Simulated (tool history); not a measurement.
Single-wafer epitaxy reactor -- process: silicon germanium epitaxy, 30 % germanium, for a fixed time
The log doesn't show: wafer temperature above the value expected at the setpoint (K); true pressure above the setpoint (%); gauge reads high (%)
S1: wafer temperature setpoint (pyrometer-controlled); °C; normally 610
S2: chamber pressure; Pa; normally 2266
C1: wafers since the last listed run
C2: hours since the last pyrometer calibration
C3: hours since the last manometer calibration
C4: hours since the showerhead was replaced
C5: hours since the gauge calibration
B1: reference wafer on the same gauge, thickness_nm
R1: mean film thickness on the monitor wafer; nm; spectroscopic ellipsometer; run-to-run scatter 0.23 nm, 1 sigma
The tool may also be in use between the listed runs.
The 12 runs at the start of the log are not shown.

run,day,S1,S2,C1,C2,C3,C4,C5,B1,R1
13,17.325,598,2693,401,1162.8,1259.8,5790.3,99.7,55.008,50.998
14,17.838,598,1840,150,1175.1,1272.1,5802.6,112.0,54.988,40.879
15,18.492,610,2266,191,1190.8,1287.8,5818.3,127.7,54.958,59.000
16,19.842,610,2266,395,1223.2,1320.2,5850.7,160.1,54.999,58.898
# day 20.471: capacitance manometer re-zeroed and calibrated
17,21.167,610,2266,290,1255.0,16.7,5882.5,191.9,55.099,57.363
18,22.546,610,2266,404,1288.1,49.8,5915.6,225.0,54.945,57.274
19,23.933,620,1880,406,1321.4,83.1,5948.9,258.3,54.911,62.699
20,24.733,622,2613,234,1340.6,102.3,5968.1,277.5,54.911,78.282
# day 25.321: showerhead replaced
# day 25.633: capacitance manometer re-zeroed and calibrated, repeated, since the last time left the tool worse
21,25.975,618,2266,174,1370.4,8.2,15.7,307.3,55.035,72.121
22,27.054,610,2693,316,1396.3,34.1,41.6,333.2,54.994,66.591
23,27.571,605,1933,151,1408.7,46.5,54.0,345.6,55.024,49.796
# day 28.750: pyrometer calibrated
24,29.012,610,1867,324,6.3,81.1,88.6,380.2,55.060,54.220
25,30.096,610,2080,317,32.3,107.1,114.6,406.2,54.921,58.241
26,30.812,614,2826,209,49.5,124.3,131.8,423.4,55.015,74.725
27,31.350,603,2653,157,62.4,137.2,144.7,436.3,54.964,57.120
28,32.567,610,2266,356,91.6,166.4,173.9,465.5,54.955,60.937
29,33.342,610,2266,227,110.2,185.0,192.5,484.1,55.058,61.124
30,33.958,617,2640,180,125.0,199.8,207.3,498.9,55.009,76.048
31,34.550,610,2080,173,139.2,214.0,221.5,513.1,54.975,58.170
32,35.383,610,2666,244,159.2,234.0,241.5,533.1,54.987,66.712
33,36.175,598,1933,231,178.2,253.0,260.5,552.1,54.953,43.228
34,36.888,597,1907,208,195.3,270.1,277.6,569.2,55.016,41.792
35,37.967,610,2440,316,221.2,296.0,303.5,595.1,55.032,63.274

Consider 4 possible next runs. They are alternatives, not a sequence: every one starts from the tool as it was left by run 35. What does each give?
A,37.983,610,2506,4,221.6,296.4,303.9,595.5,?,?
B,37.983,619,1787,4,221.6,296.4,303.9,595.5,?,?
C,37.983,619,1960,4,221.6,296.4,303.9,595.5,?,?
D,37.983,601,1920,4,221.6,296.4,303.9,595.5,?,?

run,B1,R1
A,55.006,63.941
B,55.006,62.992
C,55.006,66.666
D,55.006,45.644
What these runs would have given with no unlogged condition in the tool:
run,R1
A,64.269
B,63.315
C,67.008
D,45.879
